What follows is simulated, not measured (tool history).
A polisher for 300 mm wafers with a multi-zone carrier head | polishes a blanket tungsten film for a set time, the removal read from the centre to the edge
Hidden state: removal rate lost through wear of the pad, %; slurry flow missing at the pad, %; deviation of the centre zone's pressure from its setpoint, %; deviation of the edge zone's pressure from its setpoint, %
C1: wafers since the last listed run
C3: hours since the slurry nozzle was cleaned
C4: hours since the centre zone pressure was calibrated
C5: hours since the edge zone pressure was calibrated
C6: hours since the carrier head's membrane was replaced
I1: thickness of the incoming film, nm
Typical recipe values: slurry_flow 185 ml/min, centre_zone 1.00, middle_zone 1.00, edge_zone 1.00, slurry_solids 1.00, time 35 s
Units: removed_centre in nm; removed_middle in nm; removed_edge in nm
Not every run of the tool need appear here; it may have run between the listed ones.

{"run": 1, "hour": 0.0, "slurry_flow": 185, "centre_zone": 0.89, "middle_zone": 0.94, "edge_zone": 0.9, "slurry_solids": 1.0, "time": 44, "C1": 0, "wafers polished on this pad": 5393, "C3": 637.0, "C4": 32.7, "C5": 43.2, "C6": 454.6, "I1": 707.4, "removed_centre": 132.6, "removed_middle": 157.3, "removed_edge": 149.8}
{"run": 2, "hour": 97.3, "slurry_flow": 185, "centre_zone": 1.0, "middle_zone": 1.1, "edge_zone": 1.0, "slurry_solids": 1.0, "time": 35, "C1": 1470, "wafers polished on this pad": 6863, "C3": 734.3, "C4": 130.0, "C5": 140.5, "C6": 551.9, "I1": 708.6, "removed_centre": 119.4, "removed_middle": 131.0, "removed_edge": 124.3}
{"hour": 100.6, "done": "slurry nozzle cleaned"}
{"run": 3, "hour": 157.0, "slurry_flow": 185, "centre_zone": 1.0, "middle_zone": 1.0, "edge_zone": 1.0, "slurry_solids": 1.0, "time": 23, "C1": 886, "wafers polished on this pad": 7750, "C3": 56.4, "C4": 189.7, "C5": 200.2, "C6": 611.6, "I1": 700.8, "removed_centre": 77.7, "removed_middle": 83.7, "removed_edge": 81.2}
{"run": 4, "hour": 206.5, "slurry_flow": 185, "centre_zone": 1.11, "middle_zone": 1.0, "edge_zone": 1.0, "slurry_solids": 1.2, "time": 35, "C1": 747, "wafers polished on this pad": 8498, "C3": 105.9, "C4": 239.2, "C5": 249.7, "C6": 661.1, "I1": 698.1, "removed_centre": 137.3, "removed_middle": 132.6, "removed_edge": 125.5}
{"hour": 254.8, "done": "worn pad replaced by a new one"}
{"run": 5, "hour": 293.6, "slurry_flow": 185, "centre_zone": 1.0, "middle_zone": 1.11, "edge_zone": 1.11, "slurry_solids": 0.85, "time": 35, "C1": 1255, "wafers polished on this pad": 585, "C3": 193.0, "C4": 326.3, "C5": 336.8, "C6": 748.2, "I1": 714.0, "removed_centre": 115.9, "removed_middle": 130.4, "removed_edge": 125.8}
{"run": 6, "hour": 339.6, "slurry_flow": 200, "centre_zone": 1.04, "middle_zone": 0.97, "edge_zone": 1.0, "slurry_solids": 1.0, "time": 35, "C1": 695, "wafers polished on this pad": 1280, "C3": 239.0, "C4": 372.3, "C5": 382.8, "C6": 794.2, "I1": 699.2, "removed_centre": 122.2, "removed_middle": 125.1, "removed_edge": 124.8}
{"run": 7, "hour": 403.9, "slurry_flow": 185, "centre_zone": 1.09, "middle_zone": 1.0, "edge_zone": 1.0, "slurry_solids": 1.0, "time": 44, "C1": 971, "wafers polished on this pad": 2252, "C3": 303.3, "C4": 436.6, "C5": 447.1, "C6": 858.5, "I1": 706.3, "removed_centre": 160.6, "removed_middle": 159.7, "removed_edge": 157.0}
{"run": 8, "hour": 505.1, "slurry_flow": 185, "centre_zone": 0.95, "middle_zone": 0.95, "edge_zone": 1.0, "slurry_solids": 1.0, "time": 35, "C1": 1529, "wafers polished on this pad": 3781, "C3": 404.5, "C4": 537.8, "C5": 548.3, "C6": 959.7, "I1": 708.7, "removed_centre": 110.0, "removed_middle": 122.8, "removed_edge": 122.8}
{"run": 9, "hour": 553.1, "slurry_flow": 185, "centre_zone": 1.0, "middle_zone": 1.08, "edge_zone": 1.06, "slurry_solids": 1.0, "time": 39, "C1": 725, "wafers polished on this pad": 4506, "C3": 452.5, "C4": 585.8, "C5": 596.3, "C6": 1007.7, "I1": 714.4, "removed_centre": 132.9, "removed_middle": 146.2, "removed_edge": 143.0}
{"hour": 563.9, "done": "edge zone pressure recalibrated"}
{"run": 10, "hour": 604.0, "slurry_flow": 185, "centre_zone": 1.0, "middle_zone": 1.0, "edge_zone": 1.0, "slurry_solids": 1.3, "time": 35, "C1": 738, "wafers polished on this pad": 5245, "C3": 503.4, "C4": 636.7, "C5": 40.1, "C6": 1058.6, "I1": 686.9, "removed_centre": 123.1, "removed_middle": 133.2, "removed_edge": 126.5}
{"hour": 617.9, "done": "carrier head's membrane replaced by a new one"}
{"run": 11, "hour": 664.5, "slurry_flow": 185, "centre_zone": 1.0, "middle_zone": 1.0, "edge_zone": 1.0, "slurry_solids": 1.0, "time": 35, "C1": 838, "wafers polished on this pad": 6084, "C3": 563.9, "C4": 697.2, "C5": 100.6, "C6": 46.6, "I1": 693.6, "removed_centre": 115.4, "removed_middle": 127.5, "removed_edge": 122.3}
{"run": 12, "hour": 748.0, "slurry_flow": 185, "centre_zone": 0.95, "middle_zone": 0.92, "edge_zone": 1.09, "slurry_solids": 1.15, "time": 35, "C1": 1261, "wafers polished on this pad": 7345, "C3": 647.4, "C4": 780.7, "C5": 184.1, "C6": 130.1, "I1": 708.6, "removed_centre": 109.3, "removed_middle": 127.9, "removed_edge": 134.1}
{"hour": 848.6, "done": "slurry nozzle cleaned"}
{"hour": 873.8, "done": "worn pad replaced by a new one"}
{"run": 13, "hour": 1003.5, "slurry_flow": 145, "centre_zone": 0.93, "middle_zone": 1.0, "edge_zone": 1.07, "slurry_solids": 1.0, "time": 35, "C1": 3785, "wafers polished on this pad": 1959, "C3": 154.9, "C4": 1036.2, "C5": 439.6, "C6": 385.6, "I1": 697.0, "removed_centre": 100.5, "removed_middle": 121.3, "removed_edge": 127.3}
{"run": 14, "hour": 1085.8, "slurry_flow": 185, "centre_zone": 1.0, "middle_zone": 1.0, "edge_zone": 1.0, "slurry_solids": 1.0, "time": 26, "C1": 1243, "wafers polished on this pad": 3203, "C3": 237.2, "C4": 1118.5, "C5": 521.9, "C6": 467.9, "I1": 703.9, "removed_centre": 81.2, "removed_middle": 95.3, "removed_edge": 91.9}
{"run": 15, "hour": 1134.1, "slurry_flow": 250, "centre_zone": 0.94, "middle_zone": 1.0, "edge_zone": 1.06, "slurry_solids": 1.0, "time": 38, "C1": 729, "wafers polished on this pad": 3932, "C3": 285.5, "C4": 1166.8, "C5": 570.2, "C6": 516.2, "I1": 699.2, "removed_centre": 118.8, "removed_middle": 143.3, "removed_edge": 138.9}
{"run": 16, "hour": 1236.3, "slurry_flow": 250, "centre_zone": 1.0, "middle_zone": 1.09, "edge_zone": 1.0, "slurry_solids": 1.1, "time": 35, "C1": 1544, "wafers polished on this pad": 5477, "C3": 387.7, "C4": 1269.0, "C5": 672.4, "C6": 618.4, "I1": 699.1, "removed_centre": 116.7, "removed_middle": 136.5, "removed_edge": 125.8}
{"hour": 1251.5, "done": "edge zone pressure recalibrated"}
{"run": 17, "hour": 1279.0, "slurry_flow": 185, "centre_zone": 1.0, "middle_zone": 1.08, "edge_zone": 1.0, "slurry_solids": 1.2, "time": 32, "C1": 614, "wafers polished on this pad": 6092, "C3": 430.4, "C4": 1311.7, "C5": 27.5, "C6": 661.1, "I1": 697.8, "removed_centre": 106.5, "removed_middle": 127.0, "removed_edge": 114.6}
{"hour": 1373.9, "done": "centre zone pressure recalibrated"}
{"run": 18, "hour": 1386.4, "slurry_flow": 185, "centre_zone": 1.0, "middle_zone": 1.0, "edge_zone": 1.0, "slurry_solids": 1.0, "time": 35, "C1": 1592, "wafers polished on this pad": 7684, "C3": 537.8, "C4": 12.5, "C5": 134.9, "C6": 768.5, "I1": 693.1, "removed_centre": 124.0, "removed_middle": 125.3, "removed_edge": 125.1}
{"run": 19, "hour": 1455.3, "slurry_flow": 185, "centre_zone": 1.0, "middle_zone": 1.0, "edge_zone": 1.09, "slurry_solids": 1.0, "time": 41, "C1": 1041, "wafers polished on this pad": 8725, "C3": 606.7, "C4": 81.4, "C5": 203.8, "C6": 837.4, "I1": 700.0, "removed_centre": 140.2, "removed_middle": 147.8, "removed_edge": 150.2}
{"run": 20, "hour": 1553.8, "slurry_flow": 185, "centre_zone": 1.0, "middle_zone": 1.0, "edge_zone": 1.0, "slurry_solids": 1.0, "time": 35, "C1": 1488, "wafers polished on this pad": 10214, "C3": 705.2, "C4": 179.9, "C5": 302.3, "C6": 935.9, "I1": 701.3, "removed_centre": 121.1, "removed_middle": 124.4, "removed_edge": 123.5}
{"hour": 1611.7, "done": "worn pad replaced by a new one"}
{"run": 21, "hour": 1631.1, "slurry_flow": 160, "centre_zone": 1.0, "middle_zone": 1.0, "edge_zone": 1.0, "slurry_solids": 1.0, "time": 35, "C1": 1107, "wafers polished on this pad": 292, "C3": 782.5, "C4": 257.2, "C5": 379.6, "C6": 1013.2, "I1": 683.9, "removed_centre": 116.8, "removed_middle": 121.7, "removed_edge": 121.6}
{"hour": 1647.8, "done": "slurry nozzle cleaned"}
{"run": 22, "hour": 1672.3, "slurry_flow": 185, "centre_zone": 1.0, "middle_zone": 1.0, "edge_zone": 1.0, "slurry_solids": 1.0, "time": 35, "C1": 607, "wafers polished on this pad": 900, "C3": 24.5, "C4": 298.4, "C5": 420.8, "C6": 1054.4, "I1": 701.7, "removed_centre": 121.7, "removed_middle": 127.5, "removed_edge": 123.6}

For some of the steps in removed_centre from one run to the next: how much would appear even if the tool had no hidden state, given the settings, what came in and random variation, and how much remains for the hidden state plus any gauge scatter that the measured result and the result without hidden state don't share?
Run 3 -> 4: centre_zone 1.00 -> 1.11, slurry_solids 1.00 -> 1.20, time 23 -> 35. removed_centre +59.6 nm: hidden state -0.9, all else +60.5.
Run 7 -> 8: centre_zone 1.09 -> 0.95, middle_zone 1.00 -> 0.95, time 44 -> 35. removed_centre -50.6 nm: hidden state +0.3, all else -50.9.
Run 14 -> 15: slurry_flow 185 -> 250, centre_zone 1.00 -> 0.94, edge_zone 1.00 -> 1.06, time 26 -> 38. removed_centre +37.6 nm: hidden state -3.8, all else +41.4.
Run 17 -> 18: middle_zone 1.08 -> 1.00, slurry_solids 1.20 -> 1.00, time 32 -> 35, centre zone pressure recalibrated. removed_centre +17.5 nm: hidden state +13.9, all else +3.6.
